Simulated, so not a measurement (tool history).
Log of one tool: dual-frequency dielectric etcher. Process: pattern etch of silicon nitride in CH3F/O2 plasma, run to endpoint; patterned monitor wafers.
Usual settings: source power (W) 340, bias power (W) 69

| run | hour | source power (W) | bias power (W) | incoming incoming film thickness, nm | endpoint time (s) |
|---|---|---|---|---|---|
| 1 | 0 | 340 | 81 | 91.2 | 100.2 |
| 2 | 26.4 | 340 | 81 | 91.8 | 100.4 |
| 3 | 53 | 340 | 81 | 91.3 | 100.9 |
| 4 | 157.3 | 340 | 69 | 93.2 | 110.2 |
| 5 | 172.3 | 340 | 69 | 91.1 | 106.9 |
| 6 | 204 | 340 | 69 | 91.6 | 106.6 |
|  | 267.2 | wet clean of the chamber |
| 7 | 308.3 | 340 | 69 | 92.7 | 111.3 |
| 8 | 335.3 | 380 | 69 | 92 | 105.4 |
| 9 | 364.8 | 380 | 69 | 91.3 | 105 |
| 10 | 377.8 | 340 | 77 | 91.2 | 102.6 |
| 11 | 394.2 | 340 | 77 | 91.6 | 102.9 |
| 12 | 424.1 | 340 | 77 | 91.3 | 102.3 |
| 13 | 449.3 | 340 | 69 | 91.4 | 108.5 |
| 14 | 466.2 | 320 | 60 | 91.9 | 117.5 |
| 15 | 488.8 | 390 | 62 | 91.5 | 107.5 |
| 16 | 519.8 | 340 | 69 | 91.9 | 107.9 |
|  | 534.9 | source power generator calibrated |
|  | 583.7 | upper electrode replaced, of another model than before |
| 17 | 584.2 | 290 | 69 | 91.8 | 111.5 |
| 18 | 602.1 | 400 | 60 | 91.6 | 114.9 |

Run 19 comes next. What will it give?
| 19 | 633.6 | 410 | 78 | 91.9 | ? |

Run 19 gave endpoint time (s) 92.1.
Without the tool's hidden state the same run would have given endpoint time (s) 96.

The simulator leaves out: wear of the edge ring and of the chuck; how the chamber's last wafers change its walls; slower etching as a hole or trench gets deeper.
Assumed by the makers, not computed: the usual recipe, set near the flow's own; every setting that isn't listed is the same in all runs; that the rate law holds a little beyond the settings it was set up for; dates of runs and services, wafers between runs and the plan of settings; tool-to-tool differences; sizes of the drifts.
